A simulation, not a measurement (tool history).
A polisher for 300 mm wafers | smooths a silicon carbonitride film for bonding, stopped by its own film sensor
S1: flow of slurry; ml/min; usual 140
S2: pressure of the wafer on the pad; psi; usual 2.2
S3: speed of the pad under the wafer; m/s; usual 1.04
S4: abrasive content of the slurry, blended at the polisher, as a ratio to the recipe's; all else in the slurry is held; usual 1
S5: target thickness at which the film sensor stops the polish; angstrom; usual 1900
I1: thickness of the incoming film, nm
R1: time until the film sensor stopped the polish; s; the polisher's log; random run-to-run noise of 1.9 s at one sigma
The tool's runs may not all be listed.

Run 1, hour 0: usual settings; I1 217.9. Result: R1 106.5 s.
At hour 64.5: worn pad replaced by a new one.
At hour 88.1: head pressure recalibrated.
Run 2, hour 150.5: usual settings but S4 1.1; I1 220.9. Result: R1 111.2 s.
Run 3, hour 244.1: usual settings but S4 1.1; I1 222.9. Result: R1 119.2 s.
Run 4, hour 299: usual settings but S2 1.9 psi; I1 222.5. Result: R1 142.9 s.
At hour 356: slurry blender recalibrated.
Run 5, hour 398.7: usual settings but S2 1.9 psi; I1 223.4. Result: R1 152.8 s.
Run 6, hour 603.6: usual settings but S2 1.9 psi; I1 217.2. Result: R1 135.9 s.
Run 7, hour 654.9: usual settings but S3 0.88 m/s; I1 220.2. Result: R1 142.2 s.
At hour 689.1: slurry nozzle cleaned.
Run 8, hour 724.7: usual settings but S1 185 ml/min; I1 223.4. Result: R1 125.2 s.
At hour 785.7: worn pad replaced by a new one.
Run 9, hour 827.4: usual settings but S1 90 ml/min, S3 0.82 m/s, S4 0.9, S5 1950 angstrom; I1 219.2. Result: R1 118 s.
Run 10, hour 897.9: usual settings but S1 185 ml/min, S2 2.5 psi, S3 0.92 m/s; I1 219.3. Result: R1 98 s.
At hour 907.7: head pressure recalibrated.
Run 11, hour 981.3: usual settings; I1 219.4. Result: R1 108.7 s.
Run 12, hour 1037.8: usual settings but S1 155 ml/min; I1 221.2. Result: R1 113.5 s.
Run 13, hour 1078.7: usual settings; I1 219.4. Result: R1 113.8 s.
At hour 1095.9: slurry blender recalibrated.
Run 14, hour 1164.9: usual settings but S5 1850 angstrom; I1 224.8. Result: R1 157.2 s.
Run 15, hour 1260.1: usual settings but S5 1840 angstrom; I1 222.4. Result: R1 159.1 s.
Run 16, hour 1297.3: usual settings but S3 1.24 m/s, S5 1950 angstrom; I1 218. Result: R1 85.7 s.
At hour 1340.7: slurry nozzle cleaned.
Run 17, hour 1399.4: usual settings; I1 215.9. Result: R1 95.2 s.
Run 18, hour 1497.2: usual settings but S1 100 ml/min, S3 1.14 m/s; I1 217.2. Result: R1 111.5 s.
At hour 1586.7: worn pad replaced by a new one.
Run 19, hour 1665: usual settings but S1 170 ml/min, S2 1.5 psi; I1 217.5. Result: R1 144.3 s.
Run 20, hour 1708.8: usual settings; I1 220.7. Result: R1 113.6 s.
At hour 1719.6: head pressure recalibrated.
Run 21, hour 1748.7: usual settings; I1 220.4. Result: R1 111.4 s.
At hour 1774.6: slurry blender recalibrated.
Run 22, hour 1791.9: usual settings but S1 165 ml/min, S2 2.9 psi; I1 217.3. Result: R1 76.4 s.
Run 23, hour 1858.7: usual settings but S2 3 psi, S4 0.75, S5 1820 angstrom; I1 220.6. Result: R1 126.7 s.
Run 24, hour 1926.5: usual settings but S2 2.6 psi, S3 1.26 m/s; I1 219.2. Result: R1 86.3 s.
Run 25, hour 1968.5: usual settings but S1 185 ml/min, S2 2.5 psi, S3 0.92 m/s; I1 219.6. Result: R1 110.8 s.
Run 26, hour 2009.6: usual settings but S5 1930 angstrom; I1 222. Result: R1 115.5 s.
Run 27, hour 2051.8: usual settings but S1 95 ml/min, S2 2.5 psi, S3 1.22 m/s, S5 1810 angstrom; I1 223.8. Result: R1 171.2 s.
At hour 2077.7: slurry nozzle cleaned.
Run 28, hour 2126.9: usual settings but S1 165 ml/min, S4 0.75; I1 219.9. Result: R1 125.9 s.
Run 29, hour 2194.2: usual settings but S1 125 ml/min, S2 2.5 psi, S3 1.18 m/s, S5 1810 angstrom; I1 221.7. Result: R1 132.8 s.
Run 30, hour 2333.9: usual settings but S1 100 ml/min, S2 1.9 psi, S3 1.36 m/s, S4 0.75; I1 220.1. Result: R1 153.3 s.

Results per run with the tool's hidden condition removed, run-to-run variation unchanged:
Hidden state present: removal rate lost through wear of the pad, %; slurry flow missing at the pad, %; deviation of the head's pressure from its setpoint, %; abrasive missing from the slurry, %.
run     R1
  1     94
  2  105.5
  3  110.9
  4  130.9
  5  135.7
  6  110.1
  7  111.9
  8  109.1
  9  112.5
 10   94.7
 11    102
 12  105.4
 13  103.7
 14  138.6
 15  134.3
 16     71
 17     86
 18   95.3
 19  137.2
 20    106
 21  102.8
 22   70.4
 23  112.8
 24   74.9
 25   97.2
 26   96.3
 27  130.3
 28  116.1
 29  118.7
 30  126.3

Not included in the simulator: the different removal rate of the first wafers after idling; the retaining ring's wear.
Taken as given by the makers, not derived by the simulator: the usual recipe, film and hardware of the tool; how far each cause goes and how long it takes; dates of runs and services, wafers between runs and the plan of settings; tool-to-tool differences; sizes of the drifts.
